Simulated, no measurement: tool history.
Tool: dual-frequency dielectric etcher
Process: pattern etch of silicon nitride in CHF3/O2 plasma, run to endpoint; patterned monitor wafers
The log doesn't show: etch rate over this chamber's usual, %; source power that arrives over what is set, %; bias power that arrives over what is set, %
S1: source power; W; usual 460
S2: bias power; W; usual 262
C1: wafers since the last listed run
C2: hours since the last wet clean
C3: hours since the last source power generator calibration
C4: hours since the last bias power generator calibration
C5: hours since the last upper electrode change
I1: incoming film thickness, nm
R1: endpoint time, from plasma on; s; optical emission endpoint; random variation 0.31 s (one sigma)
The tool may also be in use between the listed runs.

| run | hour | S1 | S2 | C1 | C2 | C3 | C4 | C5 | I1 | R1 |
|---|---|---|---|---|---|---|---|---|---|---|
| 1 | 0 | 530 | 262 | 0 | 223.5 | 2192.3 | 2759.8 | 2224 | 106.3 | 62.7 |
| 2 | 17.7 | 530 | 262 | 163 | 241.2 | 2210 | 2777.5 | 2241.7 | 106.7 | 63.2 |
| 3 | 26.5 | 540 | 262 | 81 | 250 | 2218.8 | 2786.3 | 2250.5 | 107.7 | 63.4 |
| 4 | 43.5 | 540 | 262 | 157 | 267 | 2235.8 | 2803.3 | 2267.5 | 106.3 | 62.5 |
| 5 | 53.5 | 460 | 306 | 92 | 277 | 2245.8 | 2813.3 | 2277.5 | 107.3 | 63.3 |
| 6 | 66.2 | 460 | 306 | 117 | 289.7 | 2258.5 | 2826 | 2290.2 | 107.7 | 64.3 |
| 7 | 74.4 | 460 | 306 | 75 | 297.9 | 2266.7 | 2834.2 | 2298.4 | 107.5 | 64 |
| 8 | 82.4 | 370 | 262 | 73 | 305.9 | 2274.7 | 2842.2 | 2306.4 | 107.5 | 73.8 |
| 9 | 96.7 | 370 | 262 | 132 | 320.2 | 2289 | 2856.5 | 2320.7 | 106.8 | 73 |
| 10 | 114.4 | 370 | 262 | 163 | 337.9 | 2306.7 | 2874.2 | 2338.4 | 105.5 | 73.2 |
| 11 | 127.4 | 460 | 262 | 120 | 350.9 | 2319.7 | 2887.2 | 2351.4 | 107 | 67.1 |
| 12 | 138.4 | 460 | 262 | 101 | 361.9 | 2330.7 | 2898.2 | 2362.4 | 107 | 67.5 |
|  | 169.6 | wet clean of the chamber |
|  | 171 | upper electrode replaced |
|  | 171.3 | source power generator calibrated |
| 13 | 171.8 | 460 | 262 | 71 | 2.2 | 0.5 | 2931.6 | 0.8 | 106.3 | 65.7 |
| 14 | 172.1 | 460 | 262 | 2 | 2.5 | 0.8 | 2931.9 | 1.1 | 105.5 | 65.6 |
| 15 | 173.4 | 460 | 262 | 12 | 3.8 | 2.1 | 2933.2 | 2.4 | 106.8 | 65.8 |
| 16 | 189 | 400 | 198 | 144 | 19.4 | 17.7 | 2948.8 | 18 | 107.3 | 76.4 |
| 17 | 197.8 | 460 | 262 | 81 | 28.2 | 26.5 | 2957.6 | 26.8 | 106.4 | 66.2 |
|  | 211.7 | bias power generator calibrated |
| 18 | 213.2 | 500 | 287 | 105 | 43.6 | 41.9 | 1.5 | 42.2 | 107.2 | 62.3 |
| 19 | 224.5 | 460 | 262 | 104 | 54.9 | 53.2 | 12.8 | 53.5 | 107.2 | 66.7 |
| 20 | 235.7 | 520 | 317 | 103 | 66.1 | 64.4 | 24 | 64.7 | 107 | 59.2 |
| 21 | 251.3 | 420 | 262 | 144 | 81.7 | 80 | 39.6 | 80.3 | 107.7 | 69.3 |
| 22 | 268.5 | 540 | 201 | 159 | 98.9 | 97.2 | 56.8 | 97.5 | 106.9 | 68.1 |
| 23 | 286.2 | 580 | 196 | 163 | 116.6 | 114.9 | 74.5 | 115.2 | 107 | 66.5 |
| 24 | 296.3 | 390 | 222 | 93 | 126.7 | 125 | 84.6 | 125.3 | 106.2 | 75.3 |
| 25 | 310.3 | 550 | 317 | 129 | 140.7 | 139 | 98.6 | 139.3 | 105.8 | 57.6 |
| 26 | 327.6 | 580 | 313 | 159 | 158 | 156.3 | 115.9 | 156.6 | 106.3 | 56.7 |
| 27 | 338.5 | 460 | 262 | 100 | 168.9 | 167.2 | 126.8 | 167.5 | 106.8 | 66.5 |
| 28 | 355.5 | 360 | 202 | 157 | 185.9 | 184.2 | 143.8 | 184.5 | 106.5 | 80.5 |
| 29 | 366 | 460 | 262 | 97 | 196.4 | 194.7 | 154.3 | 195 | 107 | 67.2 |
| 30 | 416.9 | 550 | 318 | 470 | 247.3 | 245.6 | 205.2 | 245.9 | 106.5 | 58.5 |

Forecast each of these 5 alternatives for the next run:
| A | 417.3 | 510 | 262 | 3 | 247.7 | 246 | 205.6 | 246.3 | 106.2 | ? |
| B | 417.3 | 500 | 200 | 3 | 247.7 | 246 | 205.6 | 246.3 | 106.2 | ? |
| C | 417.3 | 360 | 262 | 3 | 247.7 | 246 | 205.6 | 246.3 | 106.2 | ? |
| D | 417.3 | 500 | 327 | 3 | 247.7 | 246 | 205.6 | 246.3 | 106.2 | ? |
| E | 417.3 | 460 | 230 | 3 | 247.7 | 246 | 205.6 | 246.3 | 106.2 | ? |

| run | R1 |
|---|---|
| A | 64.3 |
| B | 70.4 |
| C | 74 |
| D | 60.3 |
| E | 69.8 |
Without the tool's hidden state the same runs would have given:
| run | R1 |
|---|---|
| A | 63 |
| B | 69 |
| C | 72.6 |
| D | 59.1 |
| E | 68.4 |
